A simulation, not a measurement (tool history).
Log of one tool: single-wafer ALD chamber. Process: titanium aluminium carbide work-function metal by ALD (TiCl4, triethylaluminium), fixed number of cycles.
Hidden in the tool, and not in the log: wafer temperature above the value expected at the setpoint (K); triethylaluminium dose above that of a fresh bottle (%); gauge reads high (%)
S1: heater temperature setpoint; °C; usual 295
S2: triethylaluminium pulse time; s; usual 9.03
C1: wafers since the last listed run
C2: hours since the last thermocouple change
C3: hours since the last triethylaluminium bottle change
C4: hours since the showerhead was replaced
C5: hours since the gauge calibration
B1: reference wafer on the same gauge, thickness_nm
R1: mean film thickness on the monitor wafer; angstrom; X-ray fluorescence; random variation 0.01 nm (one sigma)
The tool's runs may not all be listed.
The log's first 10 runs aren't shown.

run	hour	S1	S2	C1	C2	C3	C4	C5	B1	R1
11	686.3	295	9.03	622	820.5	469.6	3284.2	456.7	1.569	18.59
12	747.9	295	9.03	1027	882.1	531.2	3345.8	518.3	1.569	18.74
13	776.3	295	9.03	473	910.5	559.6	3374.2	546.7	1.568	18.63
14	836.2	291	6.59	999	970.4	619.5	3434.1	606.6	1.57	17.19
15	893.7	300	10.42	959	1027.9	677	3491.6	664.1	1.572	19.68
# hour 921.8: showerhead replaced
# hour 937.8: thermocouple changed; heater temperature recalibrated
16	942.3	295	6.23	544	4.5	725.6	20.5	712.7	1.569	17.42
17	986.2	303	5.46	732	48.4	769.5	64.4	756.6	1.571	17.21
18	1023.9	295	7.73	629	86.1	807.2	102.1	794.3	1.569	18.22
19	1082.5	295	9.03	977	144.7	865.8	160.7	852.9	1.571	18.64
20	1148.7	295	11.75	1104	210.9	932	226.9	919.1	1.573	19.36
21	1192.7	295	9.03	734	254.9	976	270.9	963.1	1.569	18.8
22	1251.2	291	7.32	976	313.4	1034.5	329.4	1021.6	1.572	17.61
23	1295.6	291	9.03	740	357.8	1078.9	373.8	1066	1.574	18.22
# hour 1330.4: triethylaluminium bottle replaced
24	1347.5	287	5.49	732	409.7	17.1	425.7	1117.9	1.567	16
25	1385.2	295	9.03	629	447.4	54.8	463.4	1155.6	1.572	18.76
26	1437.3	302	11.72	869	499.5	106.9	515.5	1207.7	1.569	19.82
27	1485	310	12.11	796	547.2	154.6	563.2	1255.4	1.568	20.73
28	1547.7	308	12.48	1046	609.9	217.3	625.9	1318.1	1.57	20.58
29	1609.9	303	9.03	1037	672.1	279.5	688.1	1380.3	1.57	19.5
30	1638.3	289	6.57	473	700.5	307.9	716.5	1408.7	1.568	17.17
31	1689.3	295	5.52	851	751.5	358.9	767.5	1459.7	1.569	16.61
# hour 1725.6: gauge calibrated
32	1745.2	287	12.11	932	807.4	414.8	823.4	19.6	1.572	18.3

5 ways to go on from here, each from the tool as it stands after run 32. What would each give?
A	1745.6	295	9.03	6	807.8	415.2	823.8	20	?	?
B	1745.6	302	6.55	6	807.8	415.2	823.8	20	?	?
C	1745.6	304	9.03	6	807.8	415.2	823.8	20	?	?
D	1745.6	301	12.1	6	807.8	415.2	823.8	20	?	?
E	1745.6	288	9.03	6	807.8	415.2	823.8	20	?	?

run	B1	R1
A	1.569	18.7
B	1.569	18.11
C	1.569	19.55
D	1.569	19.86
E	1.569	18.04
Without the tool's hidden state the same runs would have given:
run	R1
A	18.7
B	18.11
C	19.55
D	19.86
E	18.04
